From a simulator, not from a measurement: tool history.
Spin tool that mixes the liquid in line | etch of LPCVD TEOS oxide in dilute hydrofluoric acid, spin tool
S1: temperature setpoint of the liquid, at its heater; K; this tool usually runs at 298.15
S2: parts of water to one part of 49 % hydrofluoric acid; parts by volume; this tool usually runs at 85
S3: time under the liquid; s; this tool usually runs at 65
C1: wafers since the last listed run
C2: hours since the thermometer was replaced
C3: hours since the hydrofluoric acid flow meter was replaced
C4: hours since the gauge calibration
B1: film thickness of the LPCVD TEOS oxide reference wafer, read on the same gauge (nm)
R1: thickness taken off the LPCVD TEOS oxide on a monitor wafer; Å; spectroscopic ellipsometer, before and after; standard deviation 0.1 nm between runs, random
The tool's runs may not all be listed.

run,hour,S1,S2,S3,C1,C2,C3,C4,B1,R1
1,0.0,298.15,85,40,0,1397.8,1475.5,421.2,90.00,77.1
# hour 5.9: hydrofluoric acid flow meter replaced
2,50.0,298.15,85,40,643,1447.8,44.1,471.2,90.00,75.0
3,111.2,296.15,70,65,803,1509.0,105.3,532.4,90.04,139.1
4,201.4,301.15,85,65,1184,1599.2,195.5,622.6,90.01,136.4
5,292.2,301.15,85,65,1192,1690.0,286.3,713.4,89.99,137.6
6,347.8,299.15,85,65,730,1745.6,341.9,769.0,89.97,127.0
7,454.6,298.15,85,65,1402,1852.4,448.7,875.8,90.00,123.3
8,547.6,298.15,85,65,1221,1945.4,541.7,968.8,90.00,124.7
9,586.2,298.15,85,65,506,1984.0,580.3,1007.4,90.00,123.6
# hour 627.4: thermometer replaced
10,630.4,298.15,85,65,567,3.0,624.5,1051.6,90.03,124.1
11,672.9,298.15,85,65,558,45.5,667.0,1094.1,89.97,123.1
12,794.4,298.15,85,65,1595,167.0,788.5,1215.6,89.98,123.7
13,864.0,301.15,105,65,913,236.6,858.1,1285.2,89.98,109.8
14,946.2,301.15,105,65,1079,318.8,940.3,1367.4,90.02,110.0
15,1041.9,301.15,105,65,1256,414.5,1036.0,1463.1,90.01,109.5
16,1099.4,298.15,85,90,755,472.0,1093.5,1520.6,90.01,174.5
17,1190.1,294.15,50,25,1191,562.7,1184.2,1611.3,90.03,73.1
# hour 1247.2: gauge calibrated
18,1264.1,296.65,85,65,971,636.7,1258.2,16.9,90.00,117.4
19,1575.0,298.15,70,65,4082,947.6,1569.1,327.8,89.99,157.9
20,1646.0,298.15,85,65,932,1018.6,1640.1,398.8,90.00,127.7
# hour 1715.2: hydrofluoric acid flow meter replaced
21,1726.2,298.15,85,65,1040,1098.8,11.0,479.0,90.02,119.8
22,1790.5,298.15,55,65,844,1163.1,75.3,543.3,90.00,200.6
23,1902.0,300.65,75,30,1464,1274.6,186.8,654.8,89.98,70.8
24,1962.5,301.15,50,30,794,1335.1,247.3,715.3,89.99,115.1
25,1999.3,293.15,65,65,483,1371.9,284.1,752.1,89.98,135.1
26,2071.6,298.15,65,75,949,1444.2,356.4,824.4,89.98,188.6
27,2234.6,297.15,85,65,2140,1607.2,519.4,987.4,89.98,118.2
28,2315.0,298.15,60,65,1055,1687.6,599.8,1067.8,89.99,180.5
29,2367.0,298.15,85,65,682,1739.6,651.8,1119.8,90.00,124.7
30,2463.0,298.15,85,65,1260,1835.6,747.8,1215.8,89.99,125.8
31,2507.0,301.15,50,30,577,1879.6,791.8,1259.8,90.02,116.7
32,2604.9,302.15,105,80,1285,1977.5,889.7,1357.7,90.00,140.7
33,2650.1,298.15,100,40,593,2022.7,934.9,1402.9,89.99,63.6
34,2705.8,298.15,85,105,731,2078.4,990.6,1458.6,90.01,204.0

Per-run results on a tool with no hidden state, each run keeping its own random variation:
Unlogged tool condition in this case: liquid colder than its thermometer reads (K); hydrofluoric acid flow above the setpoint (%); gauge reads high (%).
run,R1
1,73.6
2,74.7
3,138.3
4,135.3
5,136.0
6,125.3
7,121.3
8,122.3
9,121.1
10,121.4
11,120.3
12,120.4
13,106.6
14,106.5
15,105.7
16,168.3
17,70.5
18,112.7
19,150.3
20,121.2
21,118.6
22,198.3
23,69.8
24,113.2
25,132.7
26,184.9
27,115.3
28,175.6
29,121.1
30,121.7
31,113.0
32,135.4
33,61.2
34,196.0
